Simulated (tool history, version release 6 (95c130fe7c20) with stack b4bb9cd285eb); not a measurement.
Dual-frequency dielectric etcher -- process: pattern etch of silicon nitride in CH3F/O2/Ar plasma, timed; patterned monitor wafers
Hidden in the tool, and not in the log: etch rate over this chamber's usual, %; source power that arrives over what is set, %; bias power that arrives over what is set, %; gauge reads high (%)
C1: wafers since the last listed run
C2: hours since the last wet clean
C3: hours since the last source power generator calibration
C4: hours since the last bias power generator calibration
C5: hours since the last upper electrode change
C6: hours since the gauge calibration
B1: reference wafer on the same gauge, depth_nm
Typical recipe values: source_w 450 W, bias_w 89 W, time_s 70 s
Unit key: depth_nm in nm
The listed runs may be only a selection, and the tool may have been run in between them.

run 1 day=0 | source_w=450 bias_w=89 time_s=70 | C1=0 C2=300.6 C3=3170.2 C4=4497.5 C5=4134.5 C6=212.2 | B1=54.5 | depth_nm=54
run 2 day=0.258 | source_w=450 bias_w=89 time_s=70 | C1=41 C2=306.8 C3=3176.4 C4=4503.7 C5=4140.7 C6=218.4 | B1=54.5 | depth_nm=54.3
run 3 day=0.792 | source_w=450 bias_w=89 time_s=70 | C1=85 C2=319.6 C3=3189.2 C4=4516.5 C5=4153.5 C6=231.2 | B1=54.5 | depth_nm=53.6
run 4 day=1.05 | source_w=450 bias_w=89 time_s=62.5 | C1=41 C2=325.8 C3=3195.4 C4=4522.7 C5=4159.7 C6=237.4 | B1=54.5 | depth_nm=48.2
run 5 day=1.408 | source_w=450 bias_w=89 time_s=62.5 | C1=57 C2=334.4 C3=3204 C4=4531.3 C5=4168.3 C6=246 | B1=54.5 | depth_nm=48.2
run 6 day=1.921 | source_w=450 bias_w=89 time_s=62.5 | C1=82 C2=346.7 C3=3216.3 C4=4543.6 C5=4180.6 C6=258.3 | B1=54.5 | depth_nm=48.3
run 7 day=2.317 | source_w=450 bias_w=89 time_s=70 | C1=63 C2=356.2 C3=3225.8 C4=4553.1 C5=4190.1 C6=267.8 | B1=54.5 | depth_nm=54.1
run 8 day=2.829 | source_w=450 bias_w=89 time_s=70 | C1=82 C2=368.5 C3=3238.1 C4=4565.4 C5=4202.4 C6=280.1 | B1=54.5 | depth_nm=54.6
run 9 day=3.333 | source_w=450 bias_w=89 time_s=70 | C1=81 C2=380.6 C3=3250.2 C4=4577.5 C5=4214.5 C6=292.2 | B1=54.5 | depth_nm=53.9
run 10 day=3.738 | source_w=450 bias_w=89 time_s=70 | C1=65 C2=390.3 C3=3259.9 C4=4587.2 C5=4224.2 C6=301.9 | B1=54.5 | depth_nm=54.8
run 11 day=4.383 | source_w=450 bias_w=89 time_s=70 | C1=103 C2=405.8 C3=3275.4 C4=4602.7 C5=4239.7 C6=317.4 | B1=54.5 | depth_nm=55.1
run 12 day=4.692 | source_w=450 bias_w=89 time_s=70 | C1=49 C2=413.2 C3=3282.8 C4=4610.1 C5=4247.1 C6=324.8 | B1=54.6 | depth_nm=54.9
run 13 day=5.1 | source_w=490 bias_w=89 time_s=70 | C1=65 C2=423 C3=3292.6 C4=4619.9 C5=4256.9 C6=334.6 | B1=54.5 | depth_nm=56.6
run 14 day=5.721 | source_w=490 bias_w=89 time_s=70 | C1=99 C2=437.9 C3=3307.5 C4=4634.8 C5=4271.8 C6=349.5 | B1=54.5 | depth_nm=56.2
run 15 day=5.996 | source_w=450 bias_w=89 time_s=85 | C1=44 C2=444.5 C3=3314.1 C4=4641.4 C5=4278.4 C6=356.1 | B1=54.5 | depth_nm=66.4
-- day=6.471 bias power generator calibrated
run 16 day=6.733 | source_w=450 bias_w=89 time_s=70 | C1=91 C2=462.2 C3=3331.8 C4=6.3 C5=4296.1 C6=373.8 | B1=54.5 | depth_nm=55
run 17 day=7.192 | source_w=380 bias_w=103 time_s=70 | C1=73 C2=473.2 C3=3342.8 C4=17.3 C5=4307.1 C6=384.8 | B1=54.5 | depth_nm=54.7
-- day=8.238 wet clean of the chamber
run 18 day=8.258 | source_w=560 bias_w=89 time_s=63 | C1=10 C2=0.5 C3=3368.4 C4=42.9 C5=4332.7 C6=410.4 | B1=54.5 | depth_nm=54.5
-- day=8.396 gauge calibrated
-- day=9.792 upper electrode replaced
run 19 day=9.812 | source_w=450 bias_w=89 time_s=70 | C1=89 C2=37.8 C3=3405.7 C4=80.2 C5=0.5 C6=34 | B1=54.5 | depth_nm=56.7
-- day=10.908 wet clean of the chamber, repeated, since the last time left the tool worse
-- day=10.938 source power generator calibrated
run 20 day=10.958 | source_w=450 bias_w=72 time_s=70 | C1=18 C2=1.2 C3=0.5 C4=107.7 C5=28 C6=61.5 | B1=54.5 | depth_nm=48.9
run 21 day=10.975 | source_w=450 bias_w=89 time_s=85.5 | C1=2 C2=1.6 C3=0.9 C4=108.1 C5=28.4 C6=61.9 | B1=54.5 | depth_nm=65.4
run 22 day=11.108 | source_w=530 bias_w=89 time_s=70 | C1=21 C2=4.8 C3=4.1 C4=111.3 C5=31.6 C6=65.1 | B1=54.5 | depth_nm=55.9
run 23 day=11.362 | source_w=370 bias_w=102 time_s=81.5 | C1=40 C2=10.9 C3=10.2 C4=117.4 C5=37.7 C6=71.2 | B1=54.5 | depth_nm=61
run 24 day=11.808 | source_w=370 bias_w=89 time_s=59.5 | C1=71 C2=21.6 C3=20.9 C4=128.1 C5=48.4 C6=81.9 | B1=54.5 | depth_nm=43
run 25 day=12.404 | source_w=500 bias_w=102 time_s=61.5 | C1=95 C2=35.9 C3=35.2 C4=142.4 C5=62.7 C6=96.2 | B1=54.5 | depth_nm=51.1
run 26 day=13.021 | source_w=450 bias_w=89 time_s=62.5 | C1=99 C2=50.7 C3=50 C4=157.2 C5=77.5 C6=111 | B1=54.4 | depth_nm=47.5
run 27 day=13.629 | source_w=530 bias_w=76 time_s=76 | C1=97 C2=65.3 C3=64.6 C4=171.8 C5=92.1 C6=125.6 | B1=54.5 | depth_nm=58
run 28 day=14.058 | source_w=450 bias_w=89 time_s=70 | C1=69 C2=75.6 C3=74.9 C4=182.1 C5=102.4 C6=135.9 | B1=54.5 | depth_nm=53.9
run 29 day=14.721 | source_w=530 bias_w=95 time_s=70 | C1=106 C2=91.5 C3=90.8 C4=198 C5=118.3 C6=151.8 | B1=54.5 | depth_nm=57.7

Here are 5 independent what-if runs from the current tool condition. What would each one return?
run A day=14.738 | source_w=450 bias_w=89 time_s=61 | C1=2 C2=91.9 C3=91.2 C4=198.4 C5=118.7 C6=152.2 | B1=? | depth_nm=?
run B day=14.738 | source_w=360 bias_w=104 time_s=70 | C1=2 C2=91.9 C3=91.2 C4=198.4 C5=118.7 C6=152.2 | B1=? | depth_nm=?
run C day=14.738 | source_w=450 bias_w=73 time_s=87 | C1=2 C2=91.9 C3=91.2 C4=198.4 C5=118.7 C6=152.2 | B1=? | depth_nm=?
run D day=14.738 | source_w=350 bias_w=89 time_s=64 | C1=2 C2=91.9 C3=91.2 C4=198.4 C5=118.7 C6=152.2 | B1=? | depth_nm=?
run E day=14.738 | source_w=360 bias_w=89 time_s=76.5 | C1=2 C2=91.9 C3=91.2 C4=198.4 C5=118.7 C6=152.2 | B1=? | depth_nm=?

run=A B1=54.5 depth_nm=46.6
run=B B1=54.5 depth_nm=53.1
run=C B1=54.5 depth_nm=61.7
run=D B1=54.5 depth_nm=45.3
run=E B1=54.5 depth_nm=54.6
Had the tool no hidden state, the same runs would have come out as:
run=A depth_nm=46
run=B depth_nm=52.4
run=C depth_nm=60.9
run=D depth_nm=44.7
run=E depth_nm=53.9
